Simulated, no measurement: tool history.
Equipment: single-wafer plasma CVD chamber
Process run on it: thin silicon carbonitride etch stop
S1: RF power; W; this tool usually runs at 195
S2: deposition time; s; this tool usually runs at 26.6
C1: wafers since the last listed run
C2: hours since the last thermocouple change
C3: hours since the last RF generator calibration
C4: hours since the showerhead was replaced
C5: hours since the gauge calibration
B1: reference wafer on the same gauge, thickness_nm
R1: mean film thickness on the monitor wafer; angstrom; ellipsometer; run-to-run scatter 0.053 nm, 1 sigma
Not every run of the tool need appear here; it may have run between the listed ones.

run,day,S1,S2,C1,C2,C3,C4,C5,B1,R1
1,0.000,180,26.6,0,3113.6,1821.9,7591.9,71.4,13.610,131.53
2,0.988,195,26.6,270,3137.3,1845.6,7615.6,95.1,13.578,136.01
3,2.304,195,26.6,361,3168.9,1877.2,7647.2,126.7,13.598,135.42
4,2.979,195,26.6,185,3185.1,1893.4,7663.4,142.9,13.578,135.87
5,3.612,195,26.6,173,3200.3,1908.6,7678.6,158.1,13.587,135.71
# day 4.008: showerhead replaced
6,4.338,195,26.6,107,3217.7,1926.0,7.9,175.5,13.612,136.71
7,4.629,195,26.6,80,3224.7,1933.0,14.9,182.5,13.593,136.75
8,5.079,195,26.6,123,3235.5,1943.8,25.7,193.3,13.614,135.76
# day 5.621: RF generator calibrated
9,5.642,195,26.6,62,3249.0,0.5,39.2,206.8,13.591,136.41
10,5.654,195,25.0,3,3249.3,0.8,39.5,207.1,13.609,128.05
# day 5.992: thermocouple changed; heater temperature recalibrated
# day 6.042: gauge calibrated
11,6.158,195,26.6,46,4.0,12.9,51.6,2.8,13.593,137.37
12,6.450,205,23.0,80,11.0,19.9,58.6,9.8,13.599,120.03
13,7.004,175,30.6,152,24.3,33.2,71.9,23.1,13.598,149.89
14,7.296,195,26.6,80,31.3,40.2,78.9,30.1,13.627,135.96
15,7.846,195,21.8,150,44.5,53.4,92.1,43.3,13.608,111.38
16,8.212,230,26.6,100,53.3,62.2,100.9,52.1,13.590,145.06
17,8.858,170,26.6,177,68.8,77.7,116.4,67.6,13.596,129.13
18,9.196,185,26.6,92,76.9,85.8,124.5,75.7,13.605,133.96

Hidden state at the last listed run before each entry between runs and at the first one after, where it differs:
In the gap between runs 5 and 6: showerhead replaced (day 4.008)
  the hidden state is the same at both runs
In the gap between runs 8 and 9: RF generator calibrated (day 5.621)
  the hidden state is the same at both runs
In the gap between runs 10 and 11: thermocouple changed; heater temperature recalibrated (day 5.992); gauge calibrated (day 6.042)
  the hidden state is the same at both runs
